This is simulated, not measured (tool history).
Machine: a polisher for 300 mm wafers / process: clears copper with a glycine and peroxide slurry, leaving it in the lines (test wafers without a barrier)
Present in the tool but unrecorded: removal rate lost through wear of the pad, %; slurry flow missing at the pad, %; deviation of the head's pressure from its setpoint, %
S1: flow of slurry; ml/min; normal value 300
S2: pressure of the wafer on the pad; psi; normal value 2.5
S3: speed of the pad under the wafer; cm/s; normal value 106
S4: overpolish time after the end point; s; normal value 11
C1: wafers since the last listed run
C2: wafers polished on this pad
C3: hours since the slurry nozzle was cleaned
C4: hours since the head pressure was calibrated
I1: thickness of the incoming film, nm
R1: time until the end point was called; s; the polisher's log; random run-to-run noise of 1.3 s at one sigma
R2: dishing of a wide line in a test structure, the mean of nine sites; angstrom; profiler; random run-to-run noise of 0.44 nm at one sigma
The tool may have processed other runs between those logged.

run,day,S1,S2,S3,S4,C1,C2,C3,C4,I1,R1,R2
1,0.000,300,2.5,106,11,0,195,535.6,936.9,478.8,106.9,329
2,0.546,300,2.5,106,11,128,323,548.7,950.0,485.9,114.5,322
3,0.892,300,2.5,106,11,81,405,557.0,958.3,485.0,116.2,313
4,1.275,300,2.5,106,11,90,495,566.2,967.5,471.8,112.1,310
5,1.771,300,3.0,106,11,116,611,578.1,979.4,474.3,102.0,342
# day 2.162: worn pad replaced by a new one
6,2.388,300,3.0,106,11,105,52,592.9,994.2,485.0,93.0,374
7,2.975,275,2.5,106,16,138,190,607.0,1008.3,476.0,111.5,453
8,3.338,275,2.5,106,16,85,276,615.7,1017.0,481.3,114.8,437
9,3.688,275,2.5,106,16,82,358,624.1,1025.4,481.6,116.1,424
# day 5.029: worn pad replaced by a new one
10,5.246,300,2.5,106,11,327,50,661.5,1062.8,480.6,102.8,338
11,5.654,300,2.5,106,11,96,147,671.3,1072.6,477.9,107.3,337
12,6.046,250,2.0,106,6,92,239,680.7,1082.0,487.1,129.0,165
# day 6.329: head pressure recalibrated
13,6.675,240,3.0,118,11,128,367,695.8,8.3,477.0,94.2,365
14,7.167,300,2.5,106,11,115,483,707.6,20.1,480.8,114.2,311
15,7.488,210,3.0,106,7,75,558,715.3,27.8,481.0,106.4,216
16,7.946,300,2.5,106,11,107,666,726.3,38.8,484.3,116.9,305
# day 8.512: worn pad replaced by a new one
17,8.533,300,2.5,106,11,98,4,740.4,52.9,488.0,105.4,341
18,9.162,380,2.5,134,15,147,152,755.5,68.0,475.1,87.9,508
19,9.617,375,2.1,136,9,106,259,766.4,78.9,475.4,95.9,295
# day 9.908: slurry nozzle cleaned
20,10.033,300,2.5,106,11,88,347,3.0,88.9,482.3,117.2,313
# day 11.658: worn pad replaced by a new one
21,12.000,235,2.5,126,11,423,80,50.2,136.1,479.7,95.3,376
22,12.746,335,1.7,70,14,175,255,68.1,154.0,478.5,185.7,253

Pick out some run-to-run changes in R1. Of each, how much would a tool without hidden state show as well, from the settings, what came in and chance, and how much is left for the hidden state and any gauge scatter not in both results compared?
Run 12 -> 13: S1 250 -> 240, S2 2.0 -> 3.0, S3 106 -> 118, S4 6 -> 11, head pressure recalibrated. R1 -34.8 s: hidden state -1.0, all else -33.8.
Run 16 -> 17: worn pad replaced by a new one. R1 -11.5 s: hidden state -11.9, all else +0.4.
Run 21 -> 22: S1 235 -> 335, S2 2.5 -> 1.7, S3 126 -> 70, S4 11 -> 14. R1 +90.4 s: hidden state +12.9, all else +77.5.

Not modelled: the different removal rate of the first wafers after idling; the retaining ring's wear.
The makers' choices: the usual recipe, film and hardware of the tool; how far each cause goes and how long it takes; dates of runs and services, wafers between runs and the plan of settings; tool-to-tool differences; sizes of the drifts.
